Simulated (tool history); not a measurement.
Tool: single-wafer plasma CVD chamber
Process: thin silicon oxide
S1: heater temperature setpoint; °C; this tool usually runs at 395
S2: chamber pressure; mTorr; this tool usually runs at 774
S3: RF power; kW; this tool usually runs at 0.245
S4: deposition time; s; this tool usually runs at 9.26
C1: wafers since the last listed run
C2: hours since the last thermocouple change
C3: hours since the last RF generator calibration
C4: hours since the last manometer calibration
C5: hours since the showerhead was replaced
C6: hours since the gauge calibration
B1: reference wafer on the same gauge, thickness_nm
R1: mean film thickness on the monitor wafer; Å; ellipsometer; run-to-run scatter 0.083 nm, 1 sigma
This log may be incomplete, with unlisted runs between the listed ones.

{"run": 1, "day": 0.0, "S1": 395, "S2": 914, "S3": 0.245, "S4": 9.26, "C1": 0, "C2": 2237.4, "C3": 709.3, "C4": 2758.5, "C5": 6458.1, "C6": 109.6, "B1": 13.695, "R1": 183.3}
{"run": 2, "day": 1.458, "S1": 395, "S2": 774, "S3": 0.245, "S4": 9.26, "C1": 1326, "C2": 2272.4, "C3": 744.3, "C4": 2793.5, "C5": 6493.1, "C6": 144.6, "B1": 13.707, "R1": 156.33}
{"run": 3, "day": 2.283, "S1": 395, "S2": 774, "S3": 0.245, "S4": 9.26, "C1": 750, "C2": 2292.2, "C3": 764.1, "C4": 2813.3, "C5": 6512.9, "C6": 164.4, "B1": 13.686, "R1": 156.4}
{"run": 4, "day": 2.792, "S1": 395, "S2": 774, "S3": 0.245, "S4": 9.26, "C1": 462, "C2": 2304.4, "C3": 776.3, "C4": 2825.5, "C5": 6525.1, "C6": 176.6, "B1": 13.711, "R1": 156.5}
{"run": 5, "day": 3.654, "S1": 395, "S2": 774, "S3": 0.245, "S4": 8.83, "C1": 784, "C2": 2325.1, "C3": 797, "C4": 2846.2, "C5": 6545.8, "C6": 197.3, "B1": 13.714, "R1": 149.12}
{"run": 6, "day": 4.175, "S1": 395, "S2": 774, "S3": 0.245, "S4": 8.83, "C1": 473, "C2": 2337.6, "C3": 809.5, "C4": 2858.7, "C5": 6558.3, "C6": 209.8, "B1": 13.689, "R1": 149.13}
{"run": 7, "day": 4.904, "S1": 395, "S2": 774, "S3": 0.245, "S4": 8.83, "C1": 663, "C2": 2355.1, "C3": 827, "C4": 2876.2, "C5": 6575.8, "C6": 227.3, "B1": 13.703, "R1": 147.33}
{"run": 8, "day": 6.108, "S1": 395, "S2": 774, "S3": 0.245, "S4": 9.26, "C1": 1094, "C2": 2384, "C3": 855.9, "C4": 2905.1, "C5": 6604.7, "C6": 256.2, "B1": 13.703, "R1": 154.85}
{"run": 9, "day": 7.488, "S1": 395, "S2": 774, "S3": 0.245, "S4": 9.26, "C1": 1254, "C2": 2417.1, "C3": 889, "C4": 2938.2, "C5": 6637.8, "C6": 289.3, "B1": 13.699, "R1": 154.95}
{"run": 10, "day": 8.275, "S1": 395, "S2": 774, "S3": 0.245, "S4": 9.26, "C1": 716, "C2": 2436, "C3": 907.9, "C4": 2957.1, "C5": 6656.7, "C6": 308.2, "B1": 13.719, "R1": 153.84}
{"run": 11, "day": 9.542, "S1": 395, "S2": 693, "S3": 0.245, "S4": 9.26, "C1": 1151, "C2": 2466.4, "C3": 938.3, "C4": 2987.5, "C5": 6687.1, "C6": 338.6, "B1": 13.699, "R1": 136.93}
{"run": 12, "day": 10.379, "S1": 395, "S2": 774, "S3": 0.245, "S4": 9.26, "C1": 761, "C2": 2486.5, "C3": 958.4, "C4": 3007.6, "C5": 6707.2, "C6": 358.7, "B1": 13.712, "R1": 153.82}
{"run": 13, "day": 11.0, "S1": 395, "S2": 597, "S3": 0.245, "S4": 9.26, "C1": 564, "C2": 2501.4, "C3": 973.3, "C4": 3022.5, "C5": 6722.1, "C6": 373.6, "B1": 13.701, "R1": 115.16}
{"run": 14, "day": 11.662, "S1": 395, "S2": 774, "S3": 0.245, "S4": 9.26, "C1": 602, "C2": 2517.3, "C3": 989.2, "C4": 3038.4, "C5": 6738, "C6": 389.5, "B1": 13.717, "R1": 152.24}
{"day": 12.542, "done": "gauge calibrated"}
{"run": 15, "day": 13.05, "S1": 395, "S2": 774, "S3": 0.245, "S4": 9.26, "C1": 1261, "C2": 2550.6, "C3": 1022.5, "C4": 3071.7, "C5": 6771.3, "C6": 12.2, "B1": 13.698, "R1": 154.23}
{"run": 16, "day": 14.308, "S1": 395, "S2": 837, "S3": 0.26, "S4": 8.79, "C1": 1144, "C2": 2580.8, "C3": 1052.7, "C4": 3101.9, "C5": 6801.5, "C6": 42.4, "B1": 13.711, "R1": 160.65}
{"run": 17, "day": 15.033, "S1": 395, "S2": 632, "S3": 0.245, "S4": 9.26, "C1": 659, "C2": 2598.2, "C3": 1070.1, "C4": 3119.3, "C5": 6818.9, "C6": 59.8, "B1": 13.706, "R1": 122.27}
{"day": 16.088, "done": "showerhead replaced"}
{"run": 18, "day": 16.183, "S1": 385, "S2": 774, "S3": 0.245, "S4": 9.26, "C1": 742, "C2": 2625.8, "C3": 1097.7, "C4": 3146.9, "C5": 2.3, "C6": 87.4, "B1": 13.706, "R1": 152.68}
{"day": 16.883, "done": "capacitance manometer re-zeroed and calibrated"}
{"run": 19, "day": 16.904, "S1": 387, "S2": 941, "S3": 0.29, "S4": 9.26, "C1": 352, "C2": 2643.1, "C3": 1115, "C4": 0.5, "C5": 19.6, "C6": 104.7, "B1": 13.708, "R1": 218.81}
{"run": 20, "day": 17.246, "S1": 405, "S2": 702, "S3": 0.245, "S4": 9.26, "C1": 310, "C2": 2651.3, "C3": 1123.2, "C4": 8.7, "C5": 27.8, "C6": 112.9, "B1": 13.713, "R1": 153.74}
{"run": 21, "day": 18.717, "S1": 395, "S2": 774, "S3": 0.245, "S4": 9.26, "C1": 1337, "C2": 2686.6, "C3": 1158.5, "C4": 44, "C5": 63.1, "C6": 148.2, "B1": 13.7, "R1": 171.03}
{"day": 20.442, "done": "RF generator calibrated"}
{"run": 22, "day": 20.462, "S1": 395, "S2": 774, "S3": 0.245, "S4": 9.26, "C1": 1284, "C2": 2728.5, "C3": 0.5, "C4": 85.9, "C5": 105, "C6": 190.1, "B1": 13.699, "R1": 170}

Run 23 is up next; what results do you expect?
{"day": 21.217, "done": "thermocouple changed; heater temperature recalibrated"}
{"run": 23, "day": 21.238, "S1": 395, "S2": 774, "S3": 0.245, "S4": 9.26, "C1": 401, "C2": 0.5, "C3": 19.1, "C4": 104.5, "C5": 123.6, "C6": 208.7, "B1": "?", "R1": "?"}

B1: 13.699
R1: 171.36 Å
Take away the tool's hidden state, keep the run-to-run variation as it was, and the same run would have given R1 170.55 Å.

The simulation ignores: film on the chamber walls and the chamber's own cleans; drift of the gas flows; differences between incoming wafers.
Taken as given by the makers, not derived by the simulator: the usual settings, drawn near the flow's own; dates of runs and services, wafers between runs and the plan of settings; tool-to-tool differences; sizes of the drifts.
